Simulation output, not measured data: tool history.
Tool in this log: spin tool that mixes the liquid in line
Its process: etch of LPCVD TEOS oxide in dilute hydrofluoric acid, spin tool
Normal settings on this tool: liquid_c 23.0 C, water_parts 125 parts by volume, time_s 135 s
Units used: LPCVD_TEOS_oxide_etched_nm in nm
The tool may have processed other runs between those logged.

run	day	liquid_c	water_parts	time_s	read-back film thickness of the LPCVD TEOS oxide reference wafer, read on the same gauge (nm)	LPCVD_TEOS_oxide_etched_nm
1	0.000	23.0	125	135	110.02	26.00
2	2.342	23.0	125	135	109.99	25.97
3	4.733	23.0	125	135	110.00	26.15
4	6.696	23.0	140	135	110.01	23.22
5	9.283	23.0	125	85	110.03	16.69
6	11.488	23.0	125	85	110.00	16.61
7	12.833	23.0	125	85	109.98	16.79
8	14.062	23.0	125	135	109.97	26.33
9	15.683	23.0	125	135	110.04	26.58
10	16.996	23.0	125	135	110.02	26.15
11	19.375	26.5	125	205	110.00	46.13
12	21.525	25.5	125	135	109.99	30.99
13	24.133	23.0	125	135	110.02	27.87
14	25.396	25.5	70	215	109.99	94.52
15	28.354	23.0	160	65	109.98	10.16
16	31.200	26.5	90	210	109.98	65.83
17	32.258	26.0	145	185	110.02	33.09
18	37.446	23.0	125	135	109.98	25.98
19	39.962	21.0	90	185	110.01	47.19
20	41.704	25.0	125	135	110.00	28.10
21	43.162	26.0	125	185	110.02	40.13

Missing from the log above: 4 entries noted between runs. For each, name the pair of listed runs it sits between and say how the tool's hidden condition differs from the listed run just before to the listed run just after:
In the gap between runs 11 and 12: thermometer replaced (day 20.858)
  liquid hotter than its thermometer reads (K): 1.5 -> 2.62
  measured value less the no-hidden-state value, LPCVD_TEOS_oxide_etched_nm: +2.53 -> +2.93 nm
In the gap between runs 14 and 15: gauge calibrated (day 26.854)
  liquid hotter than its thermometer reads (K): 2.76 -> 2.86
  measured value less the no-hidden-state value, LPCVD_TEOS_oxide_etched_nm: +9.77 -> +1.04 nm
In the gap between runs 15 and 16: thermometer replaced, repeated, since the last time left the tool worse (day 28.771)
  liquid hotter than its thermometer reads (K): 2.86 -> 0.195
  measured value less the no-hidden-state value, LPCVD_TEOS_oxide_etched_nm: +1.04 -> +0.51 nm
In the gap between runs 17 and 18: hydrofluoric acid flow meter replaced (day 33.288)
  liquid hotter than its thermometer reads (K): 0.233 -> 0.417
  measured value less the no-hidden-state value, LPCVD_TEOS_oxide_etched_nm: +0.29 -> +0.43 nm
